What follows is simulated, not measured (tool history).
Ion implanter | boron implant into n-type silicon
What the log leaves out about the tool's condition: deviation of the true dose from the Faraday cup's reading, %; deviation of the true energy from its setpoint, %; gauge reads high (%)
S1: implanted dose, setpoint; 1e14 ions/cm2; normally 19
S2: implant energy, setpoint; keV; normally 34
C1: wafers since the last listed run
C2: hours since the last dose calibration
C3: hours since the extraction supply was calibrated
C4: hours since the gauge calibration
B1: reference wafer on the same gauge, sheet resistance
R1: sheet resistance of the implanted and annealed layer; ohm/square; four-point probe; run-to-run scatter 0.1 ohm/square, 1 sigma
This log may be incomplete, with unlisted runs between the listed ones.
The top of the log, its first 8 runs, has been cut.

| run | hour | S1 | S2 | C1 | C2 | C3 | C4 | B1 | R1 |
|---|---|---|---|---|---|---|---|---|---|
| 9 | 594.2 | 19 | 34 | 619 | 1004.2 | 3319.3 | 1276.8 | 55.12 | 68.42 |
| 10 | 640.4 | 19 | 34 | 681 | 1050.4 | 3365.5 | 1323 | 55.08 | 68.64 |
| 11 | 743 | 19 | 34 | 1513 | 1153 | 3468.1 | 1425.6 | 55.14 | 68.69 |
| 12 | 836.2 | 17.41 | 34 | 1374 | 1246.2 | 3561.3 | 1518.8 | 55.06 | 73.53 |
| 13 | 885.1 | 17.41 | 34 | 721 | 1295.1 | 3610.2 | 1567.7 | 55.06 | 73.67 |
| 14 | 970.3 | 15.28 | 34 | 1256 | 1380.3 | 3695.4 | 1652.9 | 55.14 | 82.22 |
| 15 | 1034.5 | 19 | 34 | 946 | 1444.5 | 3759.6 | 1717.1 | 55.13 | 68.68 |
| 16 | 1087.3 | 19 | 34 | 778 | 1497.3 | 3812.4 | 1769.9 | 55.06 | 68.69 |
| 17 | 1194.3 | 16.42 | 23 | 1578 | 1604.3 | 3919.4 | 1876.9 | 55.09 | 80.8 |
| 18 | 1243.1 | 16.7 | 25.5 | 719 | 1653.1 | 3968.2 | 1925.7 | 55.12 | 78.78 |
|  | 1279.6 | Faraday cup replaced and dose calibrated |
| 19 | 1333.4 | 14.79 | 29.5 | 1213 | 53.8 | 4058.5 | 2016 | 55.1 | 84.36 |
|  | 1376.1 | gauge calibrated |
| 20 | 1395.1 | 20.78 | 30 | 910 | 115.5 | 4120.2 | 19 | 55.11 | 64.03 |
|  | 1437.8 | extraction supply calibrated |
| 21 | 1438.3 | 14.05 | 41 | 519 | 158.7 | 0.5 | 62.2 | 55.1 | 86.44 |
| 22 | 1505.4 | 22.43 | 34 | 989 | 225.8 | 67.6 | 129.3 | 55.11 | 59.52 |
| 23 | 1607.8 | 19 | 26.5 | 1510 | 328.2 | 170 | 231.7 | 55.12 | 70.22 |
| 24 | 1687.5 | 15.35 | 44.5 | 1175 | 407.9 | 249.7 | 311.4 | 55.11 | 79.98 |
| 25 | 1942.1 | 22.05 | 25.5 | 3755 | 662.5 | 504.3 | 566 | 55.12 | 63.64 |
| 26 | 2049.2 | 19 | 34 | 1579 | 769.6 | 611.4 | 673.1 | 55.12 | 68.33 |
| 27 | 2182 | 16.42 | 23 | 1958 | 902.4 | 744.2 | 805.9 | 55.11 | 80.53 |
| 28 | 2289 | 13.96 | 27.5 | 1578 | 1009.4 | 851.2 | 912.9 | 55.09 | 90.31 |
| 29 | 2377.3 | 22.17 | 45 | 1302 | 1097.7 | 939.5 | 1001.2 | 55.09 | 58.54 |
| 30 | 2434.4 | 19 | 34 | 842 | 1154.8 | 996.6 | 1058.3 | 55.12 | 68.63 |
| 31 | 2476.6 | 19 | 34 | 622 | 1197 | 1038.8 | 1100.5 | 55.13 | 68.6 |

Predict each of these 5 candidate next runs independently; none follows another, all start after run 31:
| A | 2477 | 19 | 34 | 5 | 1197.4 | 1039.2 | 1100.9 | ? | ? |
| B | 2477 | 23.94 | 34 | 5 | 1197.4 | 1039.2 | 1100.9 | ? | ? |
| C | 2477 | 13.66 | 44.5 | 5 | 1197.4 | 1039.2 | 1100.9 | ? | ? |
| D | 2477 | 15.31 | 34 | 5 | 1197.4 | 1039.2 | 1100.9 | ? | ? |
| E | 2477 | 15.05 | 22 | 5 | 1197.4 | 1039.2 | 1100.9 | ? | ? |

| run | B1 | R1 |
|---|---|---|
| A | 55.07 | 68.58 |
| B | 55.07 | 57.25 |
| C | 55.07 | 89.06 |
| D | 55.07 | 82.28 |
| E | 55.07 | 86.93 |
What these runs would have given with no unlogged condition in the tool:
| run | R1 |
|---|---|
| A | 67.43 |
| B | 56.39 |
| C | 87.46 |
| D | 80.82 |
| E | 85.52 |

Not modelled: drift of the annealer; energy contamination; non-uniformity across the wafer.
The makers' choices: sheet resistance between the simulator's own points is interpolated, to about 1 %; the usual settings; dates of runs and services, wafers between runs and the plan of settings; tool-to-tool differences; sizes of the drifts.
